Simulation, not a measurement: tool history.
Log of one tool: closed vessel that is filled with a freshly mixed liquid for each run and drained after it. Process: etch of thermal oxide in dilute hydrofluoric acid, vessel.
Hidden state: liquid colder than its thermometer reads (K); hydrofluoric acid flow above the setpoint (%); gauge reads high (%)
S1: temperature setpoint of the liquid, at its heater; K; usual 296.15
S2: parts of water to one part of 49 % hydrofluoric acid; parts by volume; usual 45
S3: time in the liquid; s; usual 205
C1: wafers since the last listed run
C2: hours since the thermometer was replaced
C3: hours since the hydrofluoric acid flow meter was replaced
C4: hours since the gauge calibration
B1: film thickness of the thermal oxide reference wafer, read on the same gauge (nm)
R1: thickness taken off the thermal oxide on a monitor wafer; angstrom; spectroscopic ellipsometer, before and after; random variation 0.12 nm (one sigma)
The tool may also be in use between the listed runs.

| run | hour | S1 | S2 | S3 | C1 | C2 | C3 | C4 | B1 | R1 |
|---|---|---|---|---|---|---|---|---|---|---|
| 1 | 0.0 | 296.15 | 45 | 205 | 0 | 881.8 | 181.3 | 1662.7 | 30.02 | 224.8 |
| 2 | 40.8 | 296.15 | 45 | 205 | 2477 | 922.6 | 222.1 | 1703.5 | 30.03 | 226.5 |
| 3 | 115.8 | 296.15 | 35 | 285 | 4554 | 997.6 | 297.1 | 1778.5 | 30.01 | 410.0 |
| 4 | 216.2 | 294.15 | 45 | 145 | 6096 | 1098.0 | 397.5 | 1878.9 | 30.00 | 148.7 |
| 5 | 310.2 | 294.15 | 45 | 145 | 5708 | 1192.0 | 491.5 | 1972.9 | 29.99 | 148.7 |
| 6 | 355.7 | 296.15 | 45 | 205 | 2762 | 1237.5 | 537.0 | 2018.4 | 30.01 | 229.2 |
|  | 397.0 | hydrofluoric acid flow meter replaced |
| 7 | 407.9 | 296.15 | 30 | 205 | 3109 | 1289.7 | 10.9 | 2070.6 | 30.00 | 339.2 |
| 8 | 474.4 | 296.15 | 30 | 205 | 4038 | 1356.2 | 77.4 | 2137.1 | 29.98 | 339.8 |
| 9 | 542.4 | 296.15 | 45 | 205 | 4129 | 1424.2 | 145.4 | 2205.1 | 30.03 | 221.4 |
| 10 | 649.4 | 296.15 | 45 | 205 | 6497 | 1531.2 | 252.4 | 2312.1 | 30.02 | 226.7 |
| 11 | 748.9 | 297.65 | 45 | 205 | 6042 | 1630.7 | 351.9 | 2411.6 | 30.02 | 242.6 |
| 12 | 794.7 | 297.65 | 45 | 205 | 2781 | 1676.5 | 397.7 | 2457.4 | 30.01 | 240.2 |
|  | 900.2 | hydrofluoric acid flow meter replaced |
| 13 | 900.7 | 297.65 | 45 | 205 | 6376 | 1782.5 | 0.5 | 2563.4 | 30.02 | 235.0 |
|  | 950.4 | thermometer replaced |
| 14 | 994.8 | 296.15 | 45 | 205 | 5653 | 44.4 | 94.6 | 2657.5 | 29.99 | 222.5 |
| 15 | 1054.1 | 296.15 | 45 | 205 | 3601 | 103.7 | 153.9 | 2716.8 | 30.03 | 221.8 |
| 16 | 1117.0 | 294.65 | 65 | 255 | 3819 | 166.6 | 216.8 | 2779.7 | 29.99 | 177.4 |
|  | 1170.0 | gauge calibrated |
| 17 | 1190.1 | 292.65 | 55 | 155 | 4439 | 239.7 | 289.9 | 20.1 | 29.99 | 119.3 |
| 18 | 1233.2 | 293.65 | 45 | 205 | 2617 | 282.8 | 333.0 | 63.2 | 30.04 | 205.9 |
| 19 | 1322.9 | 294.65 | 45 | 250 | 5447 | 372.5 | 422.7 | 152.9 | 29.97 | 258.0 |
|  | 1401.8 | hydrofluoric acid flow meter replaced |
| 20 | 1411.6 | 296.15 | 45 | 250 | 5325 | 461.2 | 9.8 | 241.6 | 29.99 | 270.7 |
| 21 | 1452.9 | 297.65 | 55 | 205 | 2507 | 502.5 | 51.1 | 282.9 | 30.02 | 190.9 |
| 22 | 1489.4 | 296.15 | 45 | 205 | 2216 | 539.0 | 87.6 | 319.4 | 30.00 | 222.4 |
| 23 | 1559.5 | 296.15 | 45 | 205 | 4256 | 609.1 | 157.7 | 389.5 | 30.02 | 223.2 |
| 24 | 1786.5 | 298.15 | 60 | 255 | 13784 | 836.1 | 384.7 | 616.5 | 30.01 | 227.1 |
| 25 | 1870.1 | 299.65 | 45 | 205 | 5076 | 919.7 | 468.3 | 700.1 | 29.98 | 264.8 |
|  | 1902.6 | hydrofluoric acid flow meter replaced |
| 26 | 1935.7 | 296.15 | 25 | 205 | 3922 | 985.3 | 33.1 | 765.7 | 30.00 | 412.8 |
| 27 | 2012.0 | 296.15 | 60 | 305 | 4633 | 1061.6 | 109.4 | 842.0 | 30.00 | 241.9 |
| 28 | 2107.8 | 298.65 | 45 | 205 | 5817 | 1157.4 | 205.2 | 937.8 | 29.98 | 248.6 |
| 29 | 2165.4 | 298.15 | 25 | 205 | 3497 | 1215.0 | 262.8 | 995.4 | 30.01 | 452.5 |
| 30 | 2203.7 | 299.15 | 45 | 205 | 2325 | 1253.3 | 301.1 | 1033.7 | 30.01 | 254.9 |
| 31 | 2255.5 | 296.15 | 45 | 205 | 3145 | 1305.1 | 352.9 | 1085.5 | 30.01 | 226.8 |
| 32 | 2311.9 | 296.15 | 45 | 205 | 3424 | 1361.5 | 409.3 | 1141.9 | 29.99 | 228.1 |
| 33 | 2380.2 | 296.15 | 45 | 205 | 4147 | 1429.8 | 477.6 | 1210.2 | 30.03 | 229.1 |
| 34 | 2466.6 | 296.15 | 45 | 205 | 5246 | 1516.2 | 564.0 | 1296.6 | 29.97 | 230.0 |

Forecast each of these 3 alternatives for the next run:
| A | 2467.3 | 300.65 | 45 | 205 | 42 | 1516.9 | 564.7 | 1297.3 | ? | ? |
| B | 2467.3 | 296.15 | 35 | 205 | 42 | 1516.9 | 564.7 | 1297.3 | ? | ? |
| C | 2467.3 | 296.15 | 40 | 255 | 42 | 1516.9 | 564.7 | 1297.3 | ? | ? |

| run | B1 | R1 |
|---|---|---|
| A | 29.99 | 277.3 |
| B | 29.99 | 300.3 |
| C | 29.99 | 324.8 |
Without the tool's hidden state the same runs would have given:
| run | R1 |
|---|---|
| A | 266.6 |
| B | 288.8 |
| C | 312.3 |
